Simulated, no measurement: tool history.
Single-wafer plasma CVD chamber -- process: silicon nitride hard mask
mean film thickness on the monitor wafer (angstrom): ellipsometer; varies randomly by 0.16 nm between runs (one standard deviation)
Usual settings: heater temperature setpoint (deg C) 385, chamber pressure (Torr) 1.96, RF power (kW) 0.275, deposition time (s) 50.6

run	hour	heater temperature setpoint (deg C)	chamber pressure (Torr)	RF power (kW)	deposition time (s)	wafers since the last listed run	hours since the last thermocouple change	hours since the last RF generator calibration	hours since the last manometer calibration	hours since the showerhead was replaced	hours since the gauge calibration	read-back reference wafer on the same gauge, thickness_nm	mean film thickness on the monitor wafer (angstrom)
1	0	385	1.96	0.295	50.6	0	1426.6	1073.4	2583.7	3753.5	110.5	73.219	613.47
2	17.3	385	1.96	0.295	50.6	293	1443.9	1090.7	2601	3770.8	127.8	73.22	612.46
3	25.5	385	1.96	0.295	50.6	139	1452.1	1098.9	2609.2	3779	136	73.174	618.03
4	38	385	1.96	0.305	50.6	212	1464.6	1111.4	2621.7	3791.5	148.5	73.179	628.68
5	44.4	385	1.96	0.305	50.6	108	1471	1117.8	2628.1	3797.9	154.9	73.167	626.65
6	61	385	1.96	0.275	50.6	282	1487.6	1134.4	2644.7	3814.5	171.5	73.259	586.03
7	77	385	1.96	0.275	50.6	271	1503.6	1150.4	2660.7	3830.5	187.5	73.237	582.27
8	83.7	385	1.96	0.275	50.6	113	1510.3	1157.1	2667.4	3837.2	194.2	73.236	583.84
9	91.7	385	1.96	0.275	50.6	135	1518.3	1165.1	2675.4	3845.2	202.2	73.195	583.09
10	98.2	385	1.96	0.275	50.6	110	1524.8	1171.6	2681.9	3851.7	208.7	73.177	582.14
11	111.2	385	1.96	0.245	50.6	220	1537.8	1184.6	2694.9	3864.7	221.7	73.145	538.25
# hour 121.3: capacitance manometer re-zeroed and calibrated
# hour 127.4: gauge calibrated
12	128.4	396	1.96	0.275	43.3	156	1555	1201.8	7.1	3881.9	1	73.154	496.23
# hour 141.1: thermocouple changed; heater temperature recalibrated
# hour 169.5: RF generator calibrated
13	178.4	385	1.96	0.275	50.6	577	37.3	8.9	57.1	3931.9	51	73.242	611.95
14	191.9	385	1.96	0.235	50.6	229	50.8	22.4	70.6	3945.4	64.5	73.19	550.5
15	205.1	385	1.96	0.275	50.6	224	64	35.6	83.8	3958.6	77.7	73.161	611.61
# hour 220: showerhead replaced
16	220.5	385	1.96	0.275	50.6	125	79.4	51	99.2	0.5	93.1	73.24	608.27
17	224.8	378	1.96	0.275	47.3	73	83.7	55.3	103.5	4.8	97.4	73.205	572.66
18	240.5	385	1.96	0.275	59.6	266	99.4	71	119.2	20.5	113.1	73.205	719.22
19	248.9	393	1.65	0.275	43.5	142	107.8	79.4	127.6	28.9	121.5	73.23	498.19
20	261.3	385	2.1	0.275	50.6	210	120.2	91.8	140	41.3	133.9	73.177	621.53
21	278.7	385	1.82	0.245	50.6	295	137.6	109.2	157.4	58.7	151.3	73.173	555.21
22	294	385	1.96	0.275	50.6	259	152.9	124.5	172.7	74	166.6	73.253	608.54
23	303.7	373	1.51	0.325	40.9	164	162.6	134.2	182.4	83.7	176.3	73.241	511.46

What was the tool's hidden state at every run in the log?
wafer temperature above the value expected at the setpoint (K): 0, the same for each run
true pressure above the setpoint (%): 0, the same for each run
gauge reads high (%): 0, the same for each run
H1: delivered RF power above the setpoint (%)
run	H1
1	-6.54
2	-6.73
3	-6.83
4	-6.97
5	-7.05
6	-7.24
7	-7.43
8	-7.51
9	-7.61
10	-7.69
11	-7.85
12	-8.06
13	-0.91
14	-0.912
15	-0.916
16	-0.923
17	-0.925
18	-0.936
19	-0.942
20	-0.953
21	-0.972
22	-0.99
23	-1
